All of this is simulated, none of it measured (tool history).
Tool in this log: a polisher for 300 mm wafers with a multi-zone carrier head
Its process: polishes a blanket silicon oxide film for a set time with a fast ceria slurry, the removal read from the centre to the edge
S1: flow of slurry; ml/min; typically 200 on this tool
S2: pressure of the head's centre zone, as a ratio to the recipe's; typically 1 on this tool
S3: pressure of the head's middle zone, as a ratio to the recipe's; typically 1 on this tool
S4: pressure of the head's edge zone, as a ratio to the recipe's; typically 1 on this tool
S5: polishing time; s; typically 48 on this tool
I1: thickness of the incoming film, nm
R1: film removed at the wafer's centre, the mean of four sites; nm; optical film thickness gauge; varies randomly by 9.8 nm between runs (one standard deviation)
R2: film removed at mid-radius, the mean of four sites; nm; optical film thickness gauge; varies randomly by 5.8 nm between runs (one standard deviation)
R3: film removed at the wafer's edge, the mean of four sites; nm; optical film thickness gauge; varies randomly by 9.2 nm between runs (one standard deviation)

run,hour,S1,S2,S3,S4,S5,I1,R1,R2,R3
1,0,170,1,1,1,39,2089.9,551,541.3,566.3
2,20.6,200,1,1,1.09,48,2057.7,718.6,679.9,733.6
3,43.5,150,1,1,1,48,2045.7,667.1,635.9,659.9
4,68.2,200,1.05,1,1.05,48,2064.5,715.1,676.8,695.3
5,102.1,200,1,1,1.05,48,2091.3,709.3,691.1,720.6
6,115.8,200,1,0.91,0.96,48,2072,710.5,625.4,681
7,142.6,180,1,1,1,48,2099.1,697.6,663.5,690.6
8,157.3,200,1,1.1,1.04,56,2037.2,837.8,860.5,836.3
# hour 178: centre zone pressure recalibrated
9,189.7,170,0.93,1,1,48,2066.8,602.8,660.2,699.1
10,218.7,240,1,1,1,48,2075.4,697.8,692.1,705.9
# hour 238.3: slurry nozzle cleaned
# hour 249.1: edge zone pressure recalibrated
11,249.6,200,1,1,1,48,2115.5,674.2,685.1,702.9
# hour 259.3: worn pad replaced by a new one
12,261.4,225,1,1,1,48,2063.1,681,694.5,705.8
13,282.5,200,1,1,1.05,63,2083.5,900.3,890.1,943.3
14,312,160,1,1.05,0.93,53,2035.9,733.9,749.2,729.2
15,334.5,200,1,1,1.07,32,2055,448.4,451.4,485.2
16,362.3,200,1,1,1,48,2083.9,700.2,684.5,695.9
17,385.4,200,1,1.07,1,48,2090.8,691.8,725.9,698.3
18,420.9,135,0.96,1,1,48,2035.3,607.8,616.8,662.2
19,452.6,200,1,1.1,1,48,2069,676.7,734.3,689.5
20,472,200,1,1,1,48,2068.6,702.4,690.2,684.9
21,486.8,230,1,1,1,48,2087.4,697.6,693.6,693.1
# hour 514.8: worn pad replaced by a new one
22,515.3,200,1,1,1,48,2070,690.1,677,684.4
23,527.5,200,1,1,1,48,2054.3,677.9,681.8,711.2

Forecast each of these 3 alternatives for the next run:
A,527.9,200,1,1,1,42,2055.5,?,?,?
B,527.9,200,0.96,1.07,1.04,48,2055.5,?,?,?
C,527.9,200,0.94,1,1.06,48,2055.5,?,?,?

run,R1,R2,R3
A,610.7,600.3,626
B,676.8,725.1,728.6
C,665.7,686.2,736.1
Stripped of hidden state, with their random variation kept, the same runs would have yielded:
run,R1,R2,R3
A,580.5,600.5,626
B,643.1,725.3,728.6
C,632.6,686.3,736.1
